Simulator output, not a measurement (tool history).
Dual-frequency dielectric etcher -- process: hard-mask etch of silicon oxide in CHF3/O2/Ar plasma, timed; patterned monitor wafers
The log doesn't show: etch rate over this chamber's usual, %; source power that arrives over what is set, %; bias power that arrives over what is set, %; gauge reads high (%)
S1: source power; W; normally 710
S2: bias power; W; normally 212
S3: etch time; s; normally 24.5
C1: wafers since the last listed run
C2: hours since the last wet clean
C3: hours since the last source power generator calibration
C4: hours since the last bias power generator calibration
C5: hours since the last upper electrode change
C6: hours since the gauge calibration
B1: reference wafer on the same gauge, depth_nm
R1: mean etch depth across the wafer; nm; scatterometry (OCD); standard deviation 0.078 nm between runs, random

Run 1, hour 0.0: usual settings but S3 19.0 s; C1 0; C2 13.8; C3 2270.3; C4 2302.8; C5 5022.6; C6 219.7; B1 50.2. Result: R1 39.6 nm.
Run 2, hour 73.2: usual settings; C1 732; C2 87.0; C3 2343.5; C4 2376.0; C5 5095.8; C6 292.9; B1 50.2. Result: R1 50.9 nm.
Run 3, hour 138.1: usual settings; C1 649; C2 151.9; C3 2408.4; C4 2440.9; C5 5160.7; C6 357.8; B1 50.2. Result: R1 50.9 nm.
Run 4, hour 178.5: usual settings but S2 184 W; C1 404; C2 192.3; C3 2448.8; C4 2481.3; C5 5201.1; C6 398.2; B1 50.2. Result: R1 48.7 nm.
Run 5, hour 245.6: usual settings but S2 184 W; C1 671; C2 259.4; C3 2515.9; C4 2548.4; C5 5268.2; C6 465.3; B1 50.2. Result: R1 48.6 nm.
Run 6, hour 305.8: usual settings but S2 184 W; C1 602; C2 319.6; C3 2576.1; C4 2608.6; C5 5328.4; C6 525.5; B1 50.2. Result: R1 48.7 nm.
Run 7, hour 367.6: usual settings but S1 820 W, S2 253 W; C1 618; C2 381.4; C3 2637.9; C4 2670.4; C5 5390.2; C6 587.3; B1 50.2. Result: R1 56.3 nm.
At hour 415.8: source power generator calibrated.
Run 8, hour 435.4: usual settings but S1 820 W, S2 253 W; C1 638; C2 449.2; C3 19.6; C4 2738.2; C5 5458.0; C6 655.1; B1 50.2. Result: R1 56.8 nm.
At hour 492.6: wet clean of the chamber.
Run 9, hour 493.1: usual settings; C1 337; C2 0.5; C3 77.3; C4 2795.9; C5 5515.7; C6 712.8; B1 50.2. Result: R1 51.5 nm.
Run 10, hour 537.2: usual settings but S1 640 W, S2 243 W; C1 441; C2 44.6; C3 121.4; C4 2840.0; C5 5559.8; C6 756.9; B1 50.2. Result: R1 52.2 nm.
Run 11, hour 632.9: usual settings but S1 640 W, S2 168 W; C1 957; C2 140.3; C3 217.1; C4 2935.7; C5 5655.5; C6 852.6; B1 50.2. Result: R1 46.1 nm.
At hour 822.8: gauge calibrated.
At hour 870.3: upper electrode replaced.
Run 12, hour 899.7: usual settings but S1 580 W, S2 249 W, S3 32.0 s; C1 2429; C2 407.1; C3 483.9; C4 3202.5; C5 29.4; C6 76.9; B1 50.2. Result: R1 66.8 nm.
At hour 948.9: wet clean of the chamber.
At hour 961.5: bias power generator calibrated.
Run 13, hour 979.2: usual settings but S1 550 W, S3 31.5 s; C1 515; C2 30.3; C3 563.4; C4 17.7; C5 108.9; C6 156.4; B1 50.2. Result: R1 62.2 nm.
Run 14, hour 1030.3: usual settings but S1 810 W, S3 21.5 s; C1 511; C2 81.4; C3 614.5; C4 68.8; C5 160.0; C6 207.5; B1 50.2. Result: R1 47.6 nm.
Run 15, hour 1134.5: usual settings; C1 1042; C2 185.6; C3 718.7; C4 173.0; C5 264.2; C6 311.7; B1 50.2. Result: R1 52.0 nm.
Run 16, hour 1198.6: usual settings but S1 570 W, S2 172 W, S3 20.0 s; C1 641; C2 249.7; C3 782.8; C4 237.1; C5 328.3; C6 375.8; B1 50.2. Result: R1 37.2 nm.
Run 17, hour 1301.0: usual settings but S2 187 W; C1 1024; C2 352.1; C3 885.2; C4 339.5; C5 430.7; C6 478.2; B1 50.2. Result: R1 49.8 nm.

5 ways to go on from here, each from the tool as it stands after run 17. What would each give?
Run A, hour 1301.4: usual settings; C1 4; C2 352.5; C3 885.6; C4 339.9; C5 431.1; C6 478.6; B1 ?. Result: R1 ?.
Run B, hour 1301.4: usual settings but S1 570 W, S2 235 W; C1 4; C2 352.5; C3 885.6; C4 339.9; C5 431.1; C6 478.6; B1 ?. Result: R1 ?.
Run C, hour 1301.4: usual settings but S1 820 W, S2 248 W, S3 27.5 s; C1 4; C2 352.5; C3 885.6; C4 339.9; C5 431.1; C6 478.6; B1 ?. Result: R1 ?.
Run D, hour 1301.4: usual settings but S1 590 W, S2 249 W, S3 20.5 s; C1 4; C2 352.5; C3 885.6; C4 339.9; C5 431.1; C6 478.6; B1 ?. Result: R1 ?.
Run E, hour 1301.4: usual settings but S1 550 W, S2 175 W; C1 4; C2 352.5; C3 885.6; C4 339.9; C5 431.1; C6 478.6; B1 ?. Result: R1 ?.

run    B1    R1
  A  50.2  52.0
  B  50.2  50.6
  C  50.2  64.2
  D  50.2  43.6
  E  50.2  45.4
Without the tool's unlogged condition, the same runs would have read:
run    R1
  A  52.3
  B  50.9
  C  64.5
  D  43.9
  E  45.7
